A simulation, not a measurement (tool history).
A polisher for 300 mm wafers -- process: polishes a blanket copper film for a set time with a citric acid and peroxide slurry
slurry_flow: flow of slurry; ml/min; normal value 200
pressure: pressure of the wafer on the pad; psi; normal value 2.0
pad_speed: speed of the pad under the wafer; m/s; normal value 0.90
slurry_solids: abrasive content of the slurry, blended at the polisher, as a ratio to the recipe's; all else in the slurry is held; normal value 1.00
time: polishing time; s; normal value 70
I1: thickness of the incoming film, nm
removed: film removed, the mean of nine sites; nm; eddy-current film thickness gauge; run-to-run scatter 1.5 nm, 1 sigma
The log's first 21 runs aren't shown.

{"run": 22, "hour": 275.8, "slurry_flow": 200, "pressure": 1.3, "pad_speed": 0.72, "slurry_solids": 0.8, "time": 89, "I1": 737.9, "removed": 61.7}
{"run": 23, "hour": 288.1, "slurry_flow": 200, "pressure": 2.0, "pad_speed": 0.9, "slurry_solids": 1.0, "time": 70, "I1": 727.8, "removed": 103.7}
{"run": 24, "hour": 334.5, "slurry_flow": 200, "pressure": 2.0, "pad_speed": 0.9, "slurry_solids": 1.0, "time": 70, "I1": 737.1, "removed": 101.2}
{"run": 25, "hour": 344.9, "slurry_flow": 200, "pressure": 2.0, "pad_speed": 0.9, "slurry_solids": 1.0, "time": 70, "I1": 737.8, "removed": 99.9}
{"run": 26, "hour": 353.1, "slurry_flow": 165, "pressure": 1.7, "pad_speed": 0.9, "slurry_solids": 1.0, "time": 55, "I1": 732.3, "removed": 66.0}
{"hour": 368.7, "done": "worn pad replaced by a new one"}
{"run": 27, "hour": 376.9, "slurry_flow": 200, "pressure": 2.0, "pad_speed": 0.9, "slurry_solids": 1.0, "time": 70, "I1": 734.7, "removed": 101.0}
{"run": 28, "hour": 385.2, "slurry_flow": 200, "pressure": 2.0, "pad_speed": 0.9, "slurry_solids": 1.0, "time": 70, "I1": 729.4, "removed": 97.5}
{"run": 29, "hour": 398.8, "slurry_flow": 200, "pressure": 1.6, "pad_speed": 0.7, "slurry_solids": 1.0, "time": 70, "I1": 734.6, "removed": 60.8}
{"run": 30, "hour": 407.4, "slurry_flow": 200, "pressure": 2.5, "pad_speed": 1.1, "slurry_solids": 1.0, "time": 70, "I1": 726.7, "removed": 148.5}
{"run": 31, "hour": 420.1, "slurry_flow": 200, "pressure": 2.0, "pad_speed": 0.9, "slurry_solids": 1.0, "time": 70, "I1": 735.0, "removed": 98.2}

Forecast each of these 4 alternatives for the next run:
{"run": "A", "hour": 420.6, "slurry_flow": 200, "pressure": 2.0, "pad_speed": 0.9, "slurry_solids": 1.0, "time": 70, "I1": 745.7, "removed": "?"}
{"run": "B", "hour": 420.6, "slurry_flow": 180, "pressure": 2.0, "pad_speed": 0.68, "slurry_solids": 1.0, "time": 70, "I1": 745.7, "removed": "?"}
{"run": "C", "hour": 420.6, "slurry_flow": 200, "pressure": 1.5, "pad_speed": 0.9, "slurry_solids": 0.85, "time": 49, "I1": 745.7, "removed": "?"}
{"run": "D", "hour": 420.6, "slurry_flow": 200, "pressure": 2.0, "pad_speed": 0.9, "slurry_solids": 1.0, "time": 85, "I1": 745.7, "removed": "?"}

run=A removed=96.9
run=B removed=72.6
run=C removed=48.4
run=D removed=117.7
With no hidden state in the tool, these same runs would have given:
run=A removed=103.8
run=B removed=78.4
run=C removed=51.9
run=D removed=126.1

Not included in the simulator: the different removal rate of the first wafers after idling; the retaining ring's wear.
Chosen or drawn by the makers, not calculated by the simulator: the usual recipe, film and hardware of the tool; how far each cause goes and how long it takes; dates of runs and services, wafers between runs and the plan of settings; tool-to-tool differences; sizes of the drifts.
